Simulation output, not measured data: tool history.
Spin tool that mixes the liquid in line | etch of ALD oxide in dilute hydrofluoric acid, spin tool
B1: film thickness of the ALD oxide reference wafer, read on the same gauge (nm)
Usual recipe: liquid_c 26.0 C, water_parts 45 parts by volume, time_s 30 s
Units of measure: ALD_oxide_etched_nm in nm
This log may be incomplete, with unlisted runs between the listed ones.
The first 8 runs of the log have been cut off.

run 9 hour=604.5 | liquid_c=22.5 water_parts=45 time_s=30 | B1=69.97 | ALD_oxide_etched_nm=8.18
run 10 hour=686.7 | liquid_c=22.5 water_parts=45 time_s=30 | B1=70.01 | ALD_oxide_etched_nm=8.25
run 11 hour=751.7 | liquid_c=26.0 water_parts=45 time_s=25 | B1=69.97 | ALD_oxide_etched_nm=7.94
run 12 hour=793.2 | liquid_c=26.0 water_parts=45 time_s=30 | B1=69.98 | ALD_oxide_etched_nm=9.59
-- hour=809.3 thermometer replaced
-- hour=828.9 hydrofluoric acid flow meter replaced
run 13 hour=831.4 | liquid_c=26.0 water_parts=45 time_s=30 | B1=69.97 | ALD_oxide_etched_nm=9.88
run 14 hour=889.8 | liquid_c=26.0 water_parts=35 time_s=15 | B1=69.99 | ALD_oxide_etched_nm=6.45
run 15 hour=970.1 | liquid_c=24.0 water_parts=50 time_s=30 | B1=70.01 | ALD_oxide_etched_nm=8.12
run 16 hour=1032.2 | liquid_c=26.0 water_parts=45 time_s=30 | B1=70.04 | ALD_oxide_etched_nm=9.89
run 17 hour=1089.9 | liquid_c=23.0 water_parts=35 time_s=50 | B1=69.97 | ALD_oxide_etched_nm=18.93
run 18 hour=1128.5 | liquid_c=30.0 water_parts=25 time_s=15 | B1=69.99 | ALD_oxide_etched_nm=10.78
run 19 hour=1226.0 | liquid_c=30.0 water_parts=45 time_s=45 | B1=70.02 | ALD_oxide_etched_nm=17.27
run 20 hour=1309.5 | liquid_c=26.0 water_parts=25 time_s=30 | B1=70.05 | ALD_oxide_etched_nm=18.37
run 21 hour=1391.6 | liquid_c=26.0 water_parts=45 time_s=30 | B1=70.00 | ALD_oxide_etched_nm=9.80
run 22 hour=1445.9 | liquid_c=23.5 water_parts=65 time_s=35 | B1=70.00 | ALD_oxide_etched_nm=6.98
run 23 hour=1498.7 | liquid_c=31.0 water_parts=55 time_s=15 | B1=69.99 | ALD_oxide_etched_nm=4.82
run 24 hour=1602.3 | liquid_c=26.0 water_parts=45 time_s=30 | B1=69.99 | ALD_oxide_etched_nm=9.86
run 25 hour=1666.2 | liquid_c=26.0 water_parts=40 time_s=30 | B1=69.98 | ALD_oxide_etched_nm=11.10
run 26 hour=1738.3 | liquid_c=26.0 water_parts=55 time_s=40 | B1=70.01 | ALD_oxide_etched_nm=10.51
run 27 hour=1836.7 | liquid_c=26.0 water_parts=30 time_s=45 | B1=70.03 | ALD_oxide_etched_nm=22.55
run 28 hour=1925.3 | liquid_c=26.0 water_parts=45 time_s=30 | B1=70.03 | ALD_oxide_etched_nm=9.81
run 29 hour=2003.0 | liquid_c=26.0 water_parts=30 time_s=15 | B1=70.02 | ALD_oxide_etched_nm=7.45
run 30 hour=2048.6 | liquid_c=26.0 water_parts=30 time_s=40 | B1=70.01 | ALD_oxide_etched_nm=20.00
run 31 hour=2104.6 | liquid_c=30.0 water_parts=45 time_s=20 | B1=69.97 | ALD_oxide_etched_nm=7.60
run 32 hour=2149.2 | liquid_c=22.5 water_parts=45 time_s=30 | B1=69.99 | ALD_oxide_etched_nm=8.44
run 33 hour=2307.2 | liquid_c=28.5 water_parts=40 time_s=50 | B1=69.97 | ALD_oxide_etched_nm=20.25

Branching from run 33: 5 alternative next runs. What would each branch give?
run A hour=2307.6 | liquid_c=26.0 water_parts=45 time_s=30 | B1=? | ALD_oxide_etched_nm=?
run B hour=2307.6 | liquid_c=22.5 water_parts=55 time_s=35 | B1=? | ALD_oxide_etched_nm=?
run C hour=2307.6 | liquid_c=26.0 water_parts=30 time_s=35 | B1=? | ALD_oxide_etched_nm=?
run D hour=2307.6 | liquid_c=24.5 water_parts=30 time_s=50 | B1=? | ALD_oxide_etched_nm=?
run E hour=2307.6 | liquid_c=31.0 water_parts=25 time_s=20 | B1=? | ALD_oxide_etched_nm=?

run=A B1=70.04 ALD_oxide_etched_nm=9.74
run=B B1=70.04 ALD_oxide_etched_nm=7.94
run=C B1=70.04 ALD_oxide_etched_nm=17.39
run=D B1=70.04 ALD_oxide_etched_nm=23.33
run=E B1=70.04 ALD_oxide_etched_nm=14.73
Without the tool's hidden state the same runs would have given:
run=A ALD_oxide_etched_nm=9.94
run=B ALD_oxide_etched_nm=8.11
run=C ALD_oxide_etched_nm=17.76
run=D ALD_oxide_etched_nm=23.84
run=E ALD_oxide_etched_nm=15.03

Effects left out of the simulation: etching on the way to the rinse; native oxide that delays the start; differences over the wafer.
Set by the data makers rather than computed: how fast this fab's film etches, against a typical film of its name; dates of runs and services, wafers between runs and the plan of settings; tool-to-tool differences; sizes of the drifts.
